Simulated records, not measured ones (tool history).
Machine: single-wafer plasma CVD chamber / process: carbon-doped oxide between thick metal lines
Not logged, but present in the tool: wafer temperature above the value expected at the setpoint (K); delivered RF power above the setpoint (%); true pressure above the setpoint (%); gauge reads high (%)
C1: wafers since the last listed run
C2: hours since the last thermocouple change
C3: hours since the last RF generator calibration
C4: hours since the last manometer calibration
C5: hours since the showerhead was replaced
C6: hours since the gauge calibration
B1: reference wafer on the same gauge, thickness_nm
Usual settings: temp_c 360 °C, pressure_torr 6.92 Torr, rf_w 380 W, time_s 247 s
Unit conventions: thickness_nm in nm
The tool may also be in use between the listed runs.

{"run": 1, "hour": 0.0, "temp_c": 360, "pressure_torr": 6.92, "rf_w": 380, "time_s": 235, "C1": 0, "C2": 2644.8, "C3": 1371.2, "C4": 873.0, "C5": 2425.7, "C6": 92.9, "B1": 1189.887, "thickness_nm": 935.942}
{"run": 2, "hour": 22.9, "temp_c": 360, "pressure_torr": 6.92, "rf_w": 380, "time_s": 235, "C1": 129, "C2": 2667.7, "C3": 1394.1, "C4": 895.9, "C5": 2448.6, "C6": 115.8, "B1": 1189.708, "thickness_nm": 936.062}
{"run": 3, "hour": 48.9, "temp_c": 360, "pressure_torr": 6.92, "rf_w": 380, "time_s": 235, "C1": 147, "C2": 2693.7, "C3": 1420.1, "C4": 921.9, "C5": 2474.6, "C6": 141.8, "B1": 1189.248, "thickness_nm": 933.686}
{"run": 4, "hour": 81.9, "temp_c": 360, "pressure_torr": 6.92, "rf_w": 380, "time_s": 247, "C1": 187, "C2": 2726.7, "C3": 1453.1, "C4": 954.9, "C5": 2507.6, "C6": 174.8, "B1": 1189.81, "thickness_nm": 980.95}
{"run": 5, "hour": 115.9, "temp_c": 360, "pressure_torr": 6.92, "rf_w": 380, "time_s": 247, "C1": 192, "C2": 2760.7, "C3": 1487.1, "C4": 988.9, "C5": 2541.6, "C6": 208.8, "B1": 1191.197, "thickness_nm": 977.277}
{"run": 6, "hour": 129.8, "temp_c": 360, "pressure_torr": 6.92, "rf_w": 380, "time_s": 247, "C1": 78, "C2": 2774.6, "C3": 1501.0, "C4": 1002.8, "C5": 2555.5, "C6": 222.7, "B1": 1190.468, "thickness_nm": 976.004}
{"run": 7, "hour": 146.2, "temp_c": 360, "pressure_torr": 6.92, "rf_w": 380, "time_s": 247, "C1": 92, "C2": 2791.0, "C3": 1517.4, "C4": 1019.2, "C5": 2571.9, "C6": 239.1, "B1": 1190.22, "thickness_nm": 973.613}
{"run": 8, "hour": 172.0, "temp_c": 360, "pressure_torr": 6.92, "rf_w": 380, "time_s": 247, "C1": 146, "C2": 2816.8, "C3": 1543.2, "C4": 1045.0, "C5": 2597.7, "C6": 264.9, "B1": 1190.207, "thickness_nm": 971.793}
{"run": 9, "hour": 187.3, "temp_c": 360, "pressure_torr": 5.68, "rf_w": 380, "time_s": 247, "C1": 86, "C2": 2832.1, "C3": 1558.5, "C4": 1060.3, "C5": 2613.0, "C6": 280.2, "B1": 1189.869, "thickness_nm": 961.236}
{"run": 10, "hour": 221.2, "temp_c": 360, "pressure_torr": 5.68, "rf_w": 380, "time_s": 247, "C1": 192, "C2": 2866.0, "C3": 1592.4, "C4": 1094.2, "C5": 2646.9, "C6": 314.1, "B1": 1189.75, "thickness_nm": 960.311}
{"run": 11, "hour": 234.5, "temp_c": 360, "pressure_torr": 6.92, "rf_w": 380, "time_s": 247, "C1": 75, "C2": 2879.3, "C3": 1605.7, "C4": 1107.5, "C5": 2660.2, "C6": 327.4, "B1": 1190.487, "thickness_nm": 966.449}
{"hour": 243.5, "done": "capacitance manometer re-zeroed and calibrated"}
{"run": 12, "hour": 269.5, "temp_c": 360, "pressure_torr": 6.92, "rf_w": 380, "time_s": 247, "C1": 153, "C2": 2914.3, "C3": 1640.7, "C4": 26.0, "C5": 2695.2, "C6": 362.4, "B1": 1190.446, "thickness_nm": 969.984}
{"hour": 298.7, "done": "RF generator calibrated"}
{"run": 13, "hour": 299.2, "temp_c": 360, "pressure_torr": 6.92, "rf_w": 380, "time_s": 247, "C1": 123, "C2": 2944.0, "C3": 0.5, "C4": 55.7, "C5": 2724.9, "C6": 392.1, "B1": 1189.99, "thickness_nm": 1016.463}
{"hour": 321.3, "done": "showerhead replaced"}
{"run": 14, "hour": 322.0, "temp_c": 360, "pressure_torr": 6.92, "rf_w": 380, "time_s": 247, "C1": 83, "C2": 2966.8, "C3": 23.3, "C4": 78.5, "C5": 0.7, "C6": 414.9, "B1": 1189.784, "thickness_nm": 1022.583}
{"hour": 324.2, "done": "gauge calibrated"}
{"hour": 422.6, "done": "thermocouple changed; heater temperature recalibrated"}
{"run": 15, "hour": 427.7, "temp_c": 360, "pressure_torr": 6.92, "rf_w": 380, "time_s": 247, "C1": 553, "C2": 5.1, "C3": 129.0, "C4": 184.2, "C5": 106.4, "C6": 103.5, "B1": 1190.882, "thickness_nm": 1011.251}
{"run": 16, "hour": 462.5, "temp_c": 360, "pressure_torr": 6.92, "rf_w": 360, "time_s": 231, "C1": 197, "C2": 39.9, "C3": 163.8, "C4": 219.0, "C5": 141.2, "C6": 138.3, "B1": 1189.771, "thickness_nm": 902.836}
{"run": 17, "hour": 494.6, "temp_c": 360, "pressure_torr": 6.92, "rf_w": 380, "time_s": 231, "C1": 182, "C2": 72.0, "C3": 195.9, "C4": 251.1, "C5": 173.3, "C6": 170.4, "B1": 1189.634, "thickness_nm": 951.4}
{"run": 18, "hour": 516.8, "temp_c": 350, "pressure_torr": 6.92, "rf_w": 455, "time_s": 247, "C1": 125, "C2": 94.2, "C3": 218.1, "C4": 273.3, "C5": 195.5, "C6": 192.6, "B1": 1190.553, "thickness_nm": 1224.85}
{"run": 19, "hour": 548.6, "temp_c": 360, "pressure_torr": 8.13, "rf_w": 380, "time_s": 294, "C1": 180, "C2": 126.0, "C3": 249.9, "C4": 305.1, "C5": 227.3, "C6": 224.4, "B1": 1189.245, "thickness_nm": 1221.355}
{"run": 20, "hour": 561.0, "temp_c": 360, "pressure_torr": 6.92, "rf_w": 380, "time_s": 247, "C1": 70, "C2": 138.4, "C3": 262.3, "C4": 317.5, "C5": 239.7, "C6": 236.8, "B1": 1190.015, "thickness_nm": 1016.232}
{"run": 21, "hour": 591.0, "temp_c": 374, "pressure_torr": 6.92, "rf_w": 380, "time_s": 247, "C1": 170, "C2": 168.4, "C3": 292.3, "C4": 347.5, "C5": 269.7, "C6": 266.8, "B1": 1189.373, "thickness_nm": 989.317}

Run 22 comes next. What will it give?
{"run": 22, "hour": 625.2, "temp_c": 360, "pressure_torr": 6.39, "rf_w": 380, "time_s": 247, "C1": 193, "C2": 202.6, "C3": 326.5, "C4": 381.7, "C5": 303.9, "C6": 301.0, "B1": "?", "thickness_nm": "?"}

{"run 22": {"B1": 1189.673, "thickness_nm": 1006.923}}
With the hidden condition absent and the run-to-run variation left alone, this run would have shown thickness_nm 1011.488 nm.
